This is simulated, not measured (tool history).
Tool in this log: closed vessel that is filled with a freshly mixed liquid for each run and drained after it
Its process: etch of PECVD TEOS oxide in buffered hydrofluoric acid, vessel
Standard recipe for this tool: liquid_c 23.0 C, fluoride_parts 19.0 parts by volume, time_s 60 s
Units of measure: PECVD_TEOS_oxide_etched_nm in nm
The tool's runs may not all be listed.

run   hour  liquid_c  fluoride_parts  time_s  wafers since the last listed run  hours since the thermometer was replaced  hours since the hydrofluoric acid flow meter was replaced  hours since the gauge calibration  read-back film thickness of the PECVD TEOS oxide reference wafer, read on the same gauge (nm)  PECVD_TEOS_oxide_etched_nm
  1    0.0      23.0            19.0      40                                 0                                    2448.3                                                     1375.0                              214.0                                                                                         130.01                       41.40
  2    7.6      23.0            19.0      40                              1137                                    2455.9                                                     1382.6                              221.6                                                                                         130.02                       41.54
  3   17.3      23.0            19.0      40                              1452                                    2465.6                                                     1392.3                              231.3                                                                                         129.99                       41.91
  4   34.3      23.0            19.0      85                              2544                                    2482.6                                                     1409.3                              248.3                                                                                         130.01                       87.68
  5   48.0      23.0            19.0      85                              2050                                    2496.3                                                     1423.0                              262.0                                                                                         130.00                       88.26
  6   61.4      23.0            19.0      60                              2005                                    2509.7                                                     1436.4                              275.4                                                                                         130.01                       62.86
  7   75.0      21.0            19.0      60                              2035                                    2523.3                                                     1450.0                              289.0                                                                                         129.99                       55.83
  8   91.0      21.0            19.0      60                              2395                                    2539.3                                                     1466.0                              305.0                                                                                         130.01                       55.56
  9  108.0      21.0            19.0      60                              2544                                    2556.3                                                     1483.0                              322.0                                                                                         129.99                       56.04
 10  122.7      23.0            15.0      60                              2200                                    2571.0                                                     1497.7                              336.7                                                                                         129.99                       78.69
 11  134.7      23.0            15.0      60                              1796                                    2583.0                                                     1509.7                              348.7                                                                                         130.00                       78.71
 12  152.6      23.0            15.0      60                              2679                                    2600.9                                                     1527.6                              366.6                                                                                         130.00                       78.72
 13  170.1      23.0            17.0      60                              2619                                    2618.4                                                     1545.1                              384.1                                                                                         130.00                       70.06
     175.1  -- hydrofluoric acid flow meter replaced
     177.8  -- gauge calibrated
 14  181.3      23.0            17.0      60                              1526                                    2629.6                                                        6.2                                3.5                                                                                         130.00                       70.08
 15  191.1      19.0            19.0      60                              1467                                    2639.4                                                       16.0                               13.3                                                                                         129.99                       49.92
 16  205.6      19.0            19.0      60                              2170                                    2653.9                                                       30.5                               27.8                                                                                         130.02                       49.89
 17  214.8      23.0            19.0      35                              1377                                    2663.1                                                       39.7                               37.0                                                                                         130.00                       36.30
     219.8  -- thermometer replaced
 18  225.7      23.0            22.5      60                              1481                                       5.9                                                       50.6                               47.9                                                                                         129.98                       55.30
 19  234.2      23.0            19.0      60                              1272                                      14.4                                                       59.1                               56.4                                                                                         130.00                       62.61
 20  242.6      23.0            23.0      95                              1257                                      22.8                                                       67.5                               64.8                                                                                         130.00                       85.02
 21  272.9      23.0            19.0      60                              4535                                      53.1                                                       97.8                               95.1                                                                                         129.99                       62.38
 22  283.4      18.0            24.0      50                              1571                                      63.6                                                      108.3                              105.6                                                                                         129.99                       32.70
 23  290.1      23.0            19.0      40                              1002                                      70.3                                                      115.0                              112.3                                                                                         130.00                       41.66
 24  298.1      26.5            19.0      45                              1197                                      78.3                                                      123.0                              120.3                                                                                         129.97                       56.69
 25  316.1      19.0            26.5      85                              2694                                      96.3                                                      141.0                              138.3                                                                                         130.00                       55.09
 26  325.6      21.0            24.0      95                              1422                                     105.8                                                      150.5                              147.8                                                                                         129.98                       74.76
 27  334.8      23.0            19.0      60                              1377                                     115.0                                                      159.7                              157.0                                                                                         129.97                       62.58
 28  340.9      20.5            19.0      50                               913                                     121.1                                                      165.8                              163.1                                                                                         130.01                       45.29
 29  348.2      25.5            24.0      50                              1092                                     128.4                                                      173.1                              170.4                                                                                         130.00                       50.39
 30  358.2      23.0            14.0      75                              1496                                     138.4                                                      183.1                              180.4                                                                                         130.00                      105.91
 31  368.2      19.0            19.0      60                              1496                                     148.4                                                      193.1                              190.4                                                                                         129.98                       50.24
 32  381.7      23.0            19.0      60                              2020                                     161.9                                                      206.6                              203.9                                                                                         129.99                       62.44
 33  394.1      27.0            23.5      80                              1856                                     174.3                                                      219.0                              216.3                                                                                         130.00                       88.06
 34  403.1      19.5            19.0      35                              1347                                     183.3                                                      228.0                              225.3                                                                                         130.01                       29.89

Describe how what the log doesn't record of the tool's condition differs between the last listed run preceding each entry between runs and the first listed run following it.
In the gap between runs 13 and 14: hydrofluoric acid flow meter replaced (hour 175.1); gauge calibrated (hour 177.8)
  the hidden state is the same at both runs
In the gap between runs 17 and 18: thermometer replaced (hour 219.8)
  the hidden state is the same at both runs

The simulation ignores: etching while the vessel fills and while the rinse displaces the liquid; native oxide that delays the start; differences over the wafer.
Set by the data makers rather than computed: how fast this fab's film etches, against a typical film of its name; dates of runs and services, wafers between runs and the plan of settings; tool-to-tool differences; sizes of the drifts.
